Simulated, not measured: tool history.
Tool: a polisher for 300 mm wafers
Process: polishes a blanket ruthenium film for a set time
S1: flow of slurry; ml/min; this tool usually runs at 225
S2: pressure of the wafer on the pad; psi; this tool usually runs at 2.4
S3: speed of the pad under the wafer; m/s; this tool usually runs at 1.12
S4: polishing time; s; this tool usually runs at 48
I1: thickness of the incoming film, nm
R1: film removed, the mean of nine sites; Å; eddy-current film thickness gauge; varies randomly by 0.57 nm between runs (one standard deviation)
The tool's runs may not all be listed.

Run 1, day 0: usual settings; I1 331.8. Result: R1 685 Å.
Run 2, day 2.592: usual settings; I1 330.3. Result: R1 711 Å.
At day 2.938: slurry nozzle cleaned.
Run 3, day 4.679: usual settings; I1 323.2. Result: R1 694 Å.
At day 5.004: worn pad replaced by a new one.
Run 4, day 7.483: usual settings but S2 2 psi; I1 328.9. Result: R1 592 Å.
Run 5, day 10.467: usual settings but S2 2 psi; I1 325.8. Result: R1 601 Å.
Run 6, day 11.533: usual settings but S2 2 psi; I1 329.9. Result: R1 600 Å.
Run 7, day 14.025: usual settings but S3 1.2 m/s, S4 55 s; I1 330.4. Result: R1 857 Å.
Run 8, day 16.325: usual settings; I1 328. Result: R1 709 Å.
At day 16.65: slurry nozzle cleaned.
At day 18.454: worn pad replaced by a new one.
Run 9, day 19.025: usual settings; I1 331.4. Result: R1 729 Å.
Run 10, day 21.329: usual settings; I1 330.7. Result: R1 704 Å.
Run 11, day 22.683: usual settings; I1 327.2. Result: R1 714 Å.
Run 12, day 24.321: usual settings; I1 335.2. Result: R1 714 Å.
At day 24.871: head pressure recalibrated.
Run 13, day 25.95: usual settings; I1 334.1. Result: R1 696 Å.
Run 14, day 27.1: usual settings; I1 334.7. Result: R1 703 Å.
Run 15, day 29.962: usual settings; I1 331.4. Result: R1 697 Å.
At day 30.008: slurry nozzle cleaned.
At day 31.192: worn pad replaced by a new one.
Run 16, day 32.333: usual settings; I1 326.7. Result: R1 708 Å.
Run 17, day 35.2: usual settings but S1 165 ml/min, S2 2.8 psi, S4 61 s; I1 330.4. Result: R1 978 Å.
Run 18, day 37.383: usual settings but S1 190 ml/min; I1 334.6. Result: R1 693 Å.
Run 19, day 39.704: usual settings; I1 327. Result: R1 719 Å.
At day 40.988: slurry nozzle cleaned.
Run 20, day 41.433: usual settings; I1 329.8. Result: R1 715 Å.
Run 21, day 43.358: usual settings but S3 1.28 m/s; I1 329.3. Result: R1 800 Å.
At day 43.629: worn pad replaced by a new one.
Run 22, day 45.167: usual settings but S2 3.1 psi; I1 333.7. Result: R1 909 Å.
Run 23, day 48.05: usual settings but S2 2 psi; I1 334.9. Result: R1 594 Å.
Run 24, day 49.317: usual settings but S1 290 ml/min, S4 35 s; I1 326. Result: R1 533 Å.
At day 50.1: head pressure recalibrated.
Run 25, day 50.725: usual settings; I1 330.3. Result: R1 698 Å.
Run 26, day 52.362: usual settings but S4 61 s; I1 335.1. Result: R1 873 Å.
At day 53.979: slurry nozzle cleaned.
Run 27, day 55.175: usual settings but S1 270 ml/min, S2 3.1 psi, S3 1.46 m/s, S4 59 s; I1 331.2. Result: R1 1401 Å.
At day 56.404: worn pad replaced by a new one.
Run 28, day 57.067: usual settings but S1 180 ml/min, S2 3.1 psi, S3 0.94 m/s; I1 329.4. Result: R1 755 Å.
Run 29, day 58.267: usual settings but S1 270 ml/min, S2 3.1 psi, S3 1.46 m/s, S4 59 s; I1 325.5. Result: R1 1413 Å.
Run 30, day 60.129: usual settings but S1 275 ml/min; I1 334.6. Result: R1 718 Å.
Run 31, day 62.071: usual settings but S3 0.98 m/s; I1 331.4. Result: R1 629 Å.
Run 32, day 63.15: usual settings but S4 57 s; I1 332.9. Result: R1 852 Å.

The logged runs with the hidden state left out (each run's random variation unchanged):
The hidden state here: removal rate lost through wear of the pad, %; slurry flow missing at the pad, %; deviation of the head's pressure from its setpoint, %.
run    R1
  1   677
  2   697
  3   678
  4   575
  5   582
  6   580
  7   826
  8   682
  9   701
 10   676
 11   686
 12   686
 13   694
 14   698
 15   687
 16   694
 17   954
 18   674
 19   698
 20   693
 21   774
 22   879
 23   573
 24   515
 25   699
 26   869
 27  1384
 28   743
 29  1387
 30   703
 31   614
 32   831
